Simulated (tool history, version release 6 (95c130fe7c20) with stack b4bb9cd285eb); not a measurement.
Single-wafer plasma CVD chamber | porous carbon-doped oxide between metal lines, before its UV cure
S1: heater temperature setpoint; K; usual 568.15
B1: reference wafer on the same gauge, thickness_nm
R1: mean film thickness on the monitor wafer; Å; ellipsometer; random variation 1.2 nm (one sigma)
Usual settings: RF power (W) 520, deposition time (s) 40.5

{"run": 1, "hour": 0.0, "S1": 568.15, "RF power (W)": 590, "deposition time (s)": 40.5, "B1": 231.781, "R1": 2271.12}
{"run": 2, "hour": 52.6, "S1": 568.15, "RF power (W)": 590, "deposition time (s)": 40.5, "B1": 232.153, "R1": 2251.86}
{"run": 3, "hour": 105.2, "S1": 568.15, "RF power (W)": 470, "deposition time (s)": 40.5, "B1": 231.923, "R1": 1982.13}
{"run": 4, "hour": 208.1, "S1": 568.15, "RF power (W)": 470, "deposition time (s)": 40.5, "B1": 231.413, "R1": 1996.3}
{"run": 5, "hour": 295.9, "S1": 568.15, "RF power (W)": 470, "deposition time (s)": 40.5, "B1": 232.156, "R1": 1980.6}
{"run": 6, "hour": 332.1, "S1": 568.15, "RF power (W)": 520, "deposition time (s)": 40.5, "B1": 231.969, "R1": 2098.99}
{"run": 7, "hour": 391.5, "S1": 568.15, "RF power (W)": 520, "deposition time (s)": 40.5, "B1": 231.752, "R1": 2118.78}
{"run": 8, "hour": 434.9, "S1": 579.15, "RF power (W)": 520, "deposition time (s)": 40.5, "B1": 231.702, "R1": 1973.91}
{"run": 9, "hour": 496.0, "S1": 579.15, "RF power (W)": 520, "deposition time (s)": 40.5, "B1": 232.231, "R1": 1969.92}
{"hour": 696.6, "done": "thermocouple changed; heater temperature recalibrated"}
{"run": 10, "hour": 738.1, "S1": 579.15, "RF power (W)": 520, "deposition time (s)": 40.5, "B1": 231.872, "R1": 1940.19}
{"hour": 778.8, "done": "RF generator calibrated"}
{"run": 11, "hour": 793.1, "S1": 568.15, "RF power (W)": 520, "deposition time (s)": 40.5, "B1": 231.705, "R1": 2031.25}
{"run": 12, "hour": 879.0, "S1": 568.15, "RF power (W)": 520, "deposition time (s)": 40.5, "B1": 232.138, "R1": 2027.56}
{"run": 13, "hour": 944.0, "S1": 568.15, "RF power (W)": 520, "deposition time (s)": 40.5, "B1": 231.927, "R1": 2022.27}
{"run": 14, "hour": 1013.6, "S1": 568.15, "RF power (W)": 465, "deposition time (s)": 40.5, "B1": 231.698, "R1": 1913.36}
{"run": 15, "hour": 1074.4, "S1": 568.15, "RF power (W)": 440, "deposition time (s)": 38.2, "B1": 231.807, "R1": 1716.97}
{"hour": 1088.2, "done": "RF generator calibrated, repeated, since the last time left the tool worse"}
{"hour": 1153.3, "done": "gauge calibrated"}
{"run": 16, "hour": 1172.1, "S1": 568.15, "RF power (W)": 520, "deposition time (s)": 40.5, "B1": 231.884, "R1": 2156.91}
{"hour": 1200.5, "done": "showerhead replaced"}
{"run": 17, "hour": 1248.1, "S1": 554.15, "RF power (W)": 620, "deposition time (s)": 40.5, "B1": 232.475, "R1": 2620.32}
{"run": 18, "hour": 1355.7, "S1": 568.15, "RF power (W)": 520, "deposition time (s)": 47.0, "B1": 232.52, "R1": 2469.58}
{"run": 19, "hour": 1518.8, "S1": 574.15, "RF power (W)": 470, "deposition time (s)": 38.1, "B1": 232.541, "R1": 1841.0}
{"run": 20, "hour": 1556.6, "S1": 568.15, "RF power (W)": 520, "deposition time (s)": 40.5, "B1": 232.281, "R1": 2147.72}
{"run": 21, "hour": 1612.4, "S1": 557.15, "RF power (W)": 485, "deposition time (s)": 40.5, "B1": 231.851, "R1": 2213.01}
{"run": 22, "hour": 1663.5, "S1": 568.15, "RF power (W)": 465, "deposition time (s)": 47.3, "B1": 231.692, "R1": 2315.2}
{"run": 23, "hour": 1746.4, "S1": 582.15, "RF power (W)": 485, "deposition time (s)": 44.1, "B1": 231.689, "R1": 2046.63}
{"run": 24, "hour": 1944.1, "S1": 568.15, "RF power (W)": 520, "deposition time (s)": 40.5, "B1": 231.598, "R1": 2128.67}
{"run": 25, "hour": 1983.4, "S1": 576.15, "RF power (W)": 485, "deposition time (s)": 38.1, "B1": 231.598, "R1": 1840.9}
{"run": 26, "hour": 2056.8, "S1": 563.15, "RF power (W)": 560, "deposition time (s)": 45.7, "B1": 231.747, "R1": 2567.11}
{"run": 27, "hour": 2098.8, "S1": 563.15, "RF power (W)": 560, "deposition time (s)": 34.1, "B1": 231.838, "R1": 1941.67}
{"run": 28, "hour": 2173.4, "S1": 576.15, "RF power (W)": 425, "deposition time (s)": 44.1, "B1": 232.315, "R1": 1948.8}

3 ways to go on from here, each from the tool as it stands after run 28. What would each give?
{"run": "A", "hour": 2173.8, "S1": 568.15, "RF power (W)": 520, "deposition time (s)": 40.5, "B1": "?", "R1": "?"}
{"run": "B", "hour": 2173.8, "S1": 575.15, "RF power (W)": 595, "deposition time (s)": 40.5, "B1": "?", "R1": "?"}
{"run": "C", "hour": 2173.8, "S1": 561.15, "RF power (W)": 570, "deposition time (s)": 43.5, "B1": "?", "R1": "?"}

run=A B1=232.446 R1=2122.07
run=B B1=232.446 R1=2197.03
run=C B1=232.446 R1=2511.67
Without the tool's hidden state the same runs would have given:
run=A R1=2160.75
run=B R1=2236.24
run=C R1=2556.60
